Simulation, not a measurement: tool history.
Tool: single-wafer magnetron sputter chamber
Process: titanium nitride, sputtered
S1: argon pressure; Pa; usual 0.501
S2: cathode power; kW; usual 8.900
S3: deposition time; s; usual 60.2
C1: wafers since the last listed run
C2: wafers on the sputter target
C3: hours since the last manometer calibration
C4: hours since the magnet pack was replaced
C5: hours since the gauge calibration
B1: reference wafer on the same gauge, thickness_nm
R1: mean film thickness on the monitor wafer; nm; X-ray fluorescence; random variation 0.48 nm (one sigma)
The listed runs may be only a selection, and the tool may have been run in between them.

run,hour,S1,S2,S3,C1,C2,C3,C4,C5,B1,R1
1,0.0,0.346,8.900,68.8,0,5379,853.9,6629.0,354.1,79.665,120.044
# hour 68.5: sputter target and shields replaced
2,69.0,0.346,8.900,68.8,603,4,922.9,6698.0,423.1,79.524,119.793
3,131.2,0.346,8.900,68.8,615,620,985.1,6760.2,485.3,79.514,121.634
4,159.9,0.501,8.900,60.2,284,904,1013.8,6788.9,514.0,79.547,99.053
5,202.4,0.501,8.900,60.2,420,1325,1056.3,6831.4,556.5,79.587,99.133
6,265.4,0.501,8.900,60.2,623,1948,1119.3,6894.4,619.5,79.659,98.167
7,333.8,0.501,8.900,60.2,677,2625,1187.7,6962.8,687.9,79.459,99.368
8,386.7,0.617,8.900,60.2,523,3149,1240.6,7015.7,740.8,79.345,94.074
9,439.5,0.617,8.900,60.2,522,3672,1293.4,7068.5,793.6,79.401,94.781
# hour 457.6: magnet pack replaced
# hour 484.5: gauge calibrated
10,488.9,0.501,8.900,60.2,409,4082,1342.8,31.3,4.4,79.472,99.393
11,541.1,0.501,8.900,49.8,516,4598,1395.0,83.5,56.6,79.627,82.673
12,588.7,0.642,7.300,67.5,471,5069,1442.6,131.1,104.2,79.502,94.495
13,633.5,0.501,8.900,68.6,443,5513,1487.4,175.9,149.0,79.549,115.287

The next listed run, before its measurement:
# hour 649.3: capacitance manometer re-zeroed and calibrated
# hour 703.9: sputter target and shields replaced
14,704.4,0.324,7.250,60.2,543,5,55.1,246.8,219.9,?,?

B1: 79.470
R1: 93.258 nm
On a tool with no hidden condition, and with the same random variation, this run would have come out at R1 93.376 nm.
